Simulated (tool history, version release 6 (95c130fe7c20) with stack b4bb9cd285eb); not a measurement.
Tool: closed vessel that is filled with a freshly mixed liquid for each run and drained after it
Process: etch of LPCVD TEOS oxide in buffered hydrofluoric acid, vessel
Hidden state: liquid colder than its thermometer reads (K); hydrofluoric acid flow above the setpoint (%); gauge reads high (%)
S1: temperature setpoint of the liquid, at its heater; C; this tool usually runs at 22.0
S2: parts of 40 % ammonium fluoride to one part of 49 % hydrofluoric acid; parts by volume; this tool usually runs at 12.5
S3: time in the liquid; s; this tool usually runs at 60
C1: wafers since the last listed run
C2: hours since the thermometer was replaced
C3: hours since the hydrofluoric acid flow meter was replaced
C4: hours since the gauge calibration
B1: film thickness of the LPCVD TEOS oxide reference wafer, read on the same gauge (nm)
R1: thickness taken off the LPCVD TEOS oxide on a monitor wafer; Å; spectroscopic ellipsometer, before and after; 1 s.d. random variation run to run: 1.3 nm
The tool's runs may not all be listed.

run    hour    S1    S2  S3     C1      C2      C3      C4     B1      R1
  1     0.0  22.0  12.5  60      0  2099.6  2037.7  2606.7  59.99  1466.2
  2    97.8  26.0  10.5  60  13002  2197.4  2135.5  2704.5  60.02  2118.7
  3   150.0  26.0  10.5  60   6940  2249.6  2187.7  2756.7  59.99  2131.0
  4   257.3  26.0  10.5  60  14265  2356.9  2295.0  2864.0  60.00  2150.1
      259.2  -- thermometer replaced
  5   359.1  22.0  12.5  60  13401    99.9  2396.8  2965.8  60.00  1616.1
  6   426.4  22.0  12.5  60   8947   167.2  2464.1  3033.1  60.01  1623.8
      488.1  -- gauge calibrated
  7   513.3  20.5  12.5  60  11553   254.1  2551.0    25.2  59.99  1485.8
      552.0  -- hydrofluoric acid flow meter replaced
  8   582.8  20.5  12.5  60   9107   323.6    30.8    94.7  59.99  1472.1
  9   622.2  20.5  12.5  60   5238   363.0    70.2   134.1  60.01  1462.1
 10   680.7  22.0  10.5  60   7777   421.5   128.7   192.6  60.00  1895.7
 11   744.2  22.0  12.5  60   8442   485.0   192.2   256.1  60.01  1589.1
 12   814.3  18.0  12.5  35   9320   555.1   262.3   326.2  60.02   734.7
 13   899.3  17.5  17.0  35  11301   640.1   347.3   411.2  59.99   532.2
 14   985.2  22.0  12.5  35  11420   726.0   433.2   497.1  59.98   933.7
 15  1044.9  23.5  12.5  30   7937   785.7   492.9   556.8  60.01   850.7
 16  1115.0  25.0  12.5  80   9320   855.8   563.0   626.9  60.00  2471.1
 17  1190.6  22.0  12.5  60  10051   931.4   638.6   702.5  59.99  1552.0
 18  1297.5  22.0  14.0  45  14212  1038.3   745.5   809.4  60.01  1032.3
 19  1360.6  22.0  14.5  30   8389  1101.4   808.6   872.5  60.01   670.9
 20  1425.6  22.0  11.0  60   8642  1166.4   873.6   937.5  60.00  1720.7
 21  1521.6  18.0  12.5  60  12763  1262.4   969.6  1033.5  60.00  1234.8
 22  1620.0  18.5  12.5  45  13082  1360.8  1068.0  1131.9  60.00   931.1
 23  1664.2  25.0  10.5  40   5876  1405.0  1112.2  1176.1  60.00  1426.3
 24  1769.4  26.5  15.5  45  13986  1510.2  1217.4  1281.3  60.00  1187.5
 25  1810.9  18.0   9.5  45   5517  1551.7  1258.9  1322.8  60.00  1164.5
 26  1885.0  22.0  12.5  60   9851  1625.8  1333.0  1396.9  59.99  1503.2
 27  1985.0  24.5  14.5  45  13295  1725.8  1433.0  1496.9  60.00  1109.5
 28  2051.8  25.0  15.0  85   8881  1792.6  1499.8  1563.7  60.01  2079.5
 29  2095.7  22.0   9.5  60   5836  1836.5  1543.7  1607.6  60.00  1935.2
 30  2181.7  22.0  10.5  40  11434  1922.5  1629.7  1693.6  59.98  1172.4
     2215.1  -- thermometer replaced
 31  2270.6  17.5  12.5  50  11686    55.5  1718.6  1782.5  60.00  1073.6
 32  2506.1  22.0  12.5  60  31310   291.0  1954.1  2018.0  60.02  1619.9

Each row is a separate what-if for the run after 32, all from the same tool condition, not one after another. Results?
  A  2506.8  22.0  12.5  60  93  291.7  1954.8  2018.7   ?   ?
  B  2506.8  18.5  12.5  60  93  291.7  1954.8  2018.7   ?   ?
  C  2506.8  22.0   7.5  60  93  291.7  1954.8  2018.7   ?   ?
  D  2506.8  23.5  16.0  40  93  291.7  1954.8  2018.7   ?   ?
  E  2506.8  18.5   9.0  60  93  291.7  1954.8  2018.7   ?   ?

run     B1      R1
  A  60.01  1616.0
  B  60.01  1328.0
  C  60.01  2616.0
  D  60.01   918.4
  E  60.01  1764.7
What these runs would have given with no unlogged condition in the tool:
run      R1
  A  1647.6
  B  1354.6
  C  2667.1
  D   936.2
  E  1800.0
